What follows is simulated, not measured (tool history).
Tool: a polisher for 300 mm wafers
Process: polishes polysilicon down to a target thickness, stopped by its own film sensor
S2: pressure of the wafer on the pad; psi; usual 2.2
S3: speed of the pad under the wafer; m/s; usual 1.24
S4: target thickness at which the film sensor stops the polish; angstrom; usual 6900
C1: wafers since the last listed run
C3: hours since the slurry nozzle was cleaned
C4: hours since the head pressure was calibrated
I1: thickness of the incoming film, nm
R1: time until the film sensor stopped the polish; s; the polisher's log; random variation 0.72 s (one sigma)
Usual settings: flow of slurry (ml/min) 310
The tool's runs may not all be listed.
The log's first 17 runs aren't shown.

{"run": 18, "hour": 849.8, "flow of slurry (ml/min)": 310, "S2": 2.2, "S3": 1.24, "S4": 6900, "C1": 449, "wafers polished on this pad": 2957, "C3": 369.4, "C4": 483.4, "I1": 1132.1, "R1": 52.9}
{"hour": 881.3, "done": "worn pad replaced by a new one, of another model than before"}
{"run": 19, "hour": 892.7, "flow of slurry (ml/min)": 310, "S2": 2.2, "S3": 1.24, "S4": 6900, "C1": 305, "wafers polished on this pad": 89, "C3": 412.3, "C4": 526.3, "I1": 1154, "R1": 54.5}
{"run": 20, "hour": 938.4, "flow of slurry (ml/min)": 230, "S2": 2.2, "S3": 1.1, "S4": 6900, "C1": 359, "wafers polished on this pad": 449, "C3": 458, "C4": 572, "I1": 1153.7, "R1": 60.2}
{"run": 21, "hour": 992.2, "flow of slurry (ml/min)": 310, "S2": 2.2, "S3": 1.24, "S4": 6900, "C1": 423, "wafers polished on this pad": 872, "C3": 511.8, "C4": 625.8, "I1": 1137.9, "R1": 53.8}
{"run": 22, "hour": 1042.4, "flow of slurry (ml/min)": 310, "S2": 2.7, "S3": 1.24, "S4": 6900, "C1": 394, "wafers polished on this pad": 1267, "C3": 562, "C4": 676, "I1": 1140.7, "R1": 45.7}
{"run": 23, "hour": 1185.2, "flow of slurry (ml/min)": 380, "S2": 2.2, "S3": 1.48, "S4": 6900, "C1": 1123, "wafers polished on this pad": 2390, "C3": 704.8, "C4": 818.8, "I1": 1171.4, "R1": 52.1}
{"hour": 1219.2, "done": "slurry nozzle cleaned"}
{"run": 24, "hour": 1254.9, "flow of slurry (ml/min)": 350, "S2": 2, "S3": 1.24, "S4": 6900, "C1": 540, "wafers polished on this pad": 2930, "C3": 35.7, "C4": 888.5, "I1": 1152.4, "R1": 63.1}
{"run": 25, "hour": 1308.6, "flow of slurry (ml/min)": 205, "S2": 2.2, "S3": 1.24, "S4": 6450, "C1": 422, "wafers polished on this pad": 3353, "C3": 89.4, "C4": 942.2, "I1": 1150.3, "R1": 63.6}
{"hour": 1317.6, "done": "head pressure recalibrated"}
{"run": 26, "hour": 1379.3, "flow of slurry (ml/min)": 310, "S2": 2.6, "S3": 1.24, "S4": 6900, "C1": 540, "wafers polished on this pad": 3893, "C3": 160.1, "C4": 61.7, "I1": 1145.2, "R1": 44.2}
{"hour": 1405.1, "done": "worn pad replaced by a new one"}
{"run": 27, "hour": 1405.6, "flow of slurry (ml/min)": 350, "S2": 2.5, "S3": 1.24, "S4": 5920, "C1": 175, "wafers polished on this pad": 4, "C3": 186.4, "C4": 88, "I1": 1141.4, "R1": 54.8}
{"run": 28, "hour": 1472.3, "flow of slurry (ml/min)": 275, "S2": 1.5, "S3": 1.24, "S4": 5600, "C1": 524, "wafers polished on this pad": 528, "C3": 253.1, "C4": 154.7, "I1": 1150.5, "R1": 90.9}
{"run": 29, "hour": 1525.7, "flow of slurry (ml/min)": 310, "S2": 2.6, "S3": 1.24, "S4": 7970, "C1": 420, "wafers polished on this pad": 948, "C3": 306.5, "C4": 208.1, "I1": 1149.2, "R1": 34.5}
{"run": 30, "hour": 1595.5, "flow of slurry (ml/min)": 230, "S2": 1.7, "S3": 1.62, "S4": 7810, "C1": 549, "wafers polished on this pad": 1497, "C3": 376.3, "C4": 277.9, "I1": 1146.8, "R1": 41.2}
{"run": 31, "hour": 1660.8, "flow of slurry (ml/min)": 310, "S2": 2.2, "S3": 1.24, "S4": 6900, "C1": 513, "wafers polished on this pad": 2011, "C3": 441.6, "C4": 343.2, "I1": 1139.7, "R1": 50.4}
{"run": 32, "hour": 1702.8, "flow of slurry (ml/min)": 380, "S2": 2.2, "S3": 1.48, "S4": 6900, "C1": 330, "wafers polished on this pad": 2341, "C3": 483.6, "C4": 385.2, "I1": 1152, "R1": 45.4}
{"run": 33, "hour": 1734.5, "flow of slurry (ml/min)": 220, "S2": 2.2, "S3": 1.46, "S4": 6900, "C1": 249, "wafers polished on this pad": 2591, "C3": 515.3, "C4": 416.9, "I1": 1150.7, "R1": 46.9}
{"run": 34, "hour": 1770.3, "flow of slurry (ml/min)": 235, "S2": 2.2, "S3": 1.36, "S4": 5670, "C1": 281, "wafers polished on this pad": 2872, "C3": 551.1, "C4": 452.7, "I1": 1130, "R1": 61.9}
{"run": 35, "hour": 1803.4, "flow of slurry (ml/min)": 255, "S2": 2.9, "S3": 1.24, "S4": 6370, "C1": 260, "wafers polished on this pad": 3133, "C3": 584.2, "C4": 485.8, "I1": 1138.3, "R1": 46.7}
{"run": 36, "hour": 1845.0, "flow of slurry (ml/min)": 240, "S2": 1.8, "S3": 0.9, "S4": 5880, "C1": 327, "wafers polished on this pad": 3460, "C3": 625.8, "C4": 527.4, "I1": 1139.9, "R1": 94.7}
{"run": 37, "hour": 1901.0, "flow of slurry (ml/min)": 310, "S2": 2.2, "S3": 1.24, "S4": 6900, "C1": 440, "wafers polished on this pad": 3900, "C3": 681.8, "C4": 583.4, "I1": 1157.2, "R1": 55.3}
{"hour": 1931.5, "done": "worn pad replaced by a new one"}
{"run": 38, "hour": 1945.2, "flow of slurry (ml/min)": 310, "S2": 2.2, "S3": 1.24, "S4": 6900, "C1": 316, "wafers polished on this pad": 107, "C3": 726, "C4": 627.6, "I1": 1143.8, "R1": 53.9}

3 ways to go on from here, each from the tool as it stands after run 38. What would each give?
{"run": "A", "hour": 1945.6, "flow of slurry (ml/min)": 310, "S2": 3, "S3": 1.24, "S4": 6900, "C1": 3, "wafers polished on this pad": 110, "C3": 726.4, "C4": 628, "I1": 1145, "R1": "?"}
{"run": "B", "hour": 1945.6, "flow of slurry (ml/min)": 385, "S2": 2.9, "S3": 1.24, "S4": 7320, "C1": 3, "wafers polished on this pad": 110, "C3": 726.4, "C4": 628, "I1": 1145, "R1": "?"}
{"run": "C", "hour": 1945.6, "flow of slurry (ml/min)": 235, "S2": 2.2, "S3": 1.1, "S4": 6900, "C1": 3, "wafers polished on this pad": 110, "C3": 726.4, "C4": 628, "I1": 1145, "R1": "?"}

run=A R1=40.4
run=B R1=37.5
run=C R1=57.7
Without the tool's hidden state the same runs would have given:
run=A R1=39.1
run=B R1=36.2
run=C R1=55.8
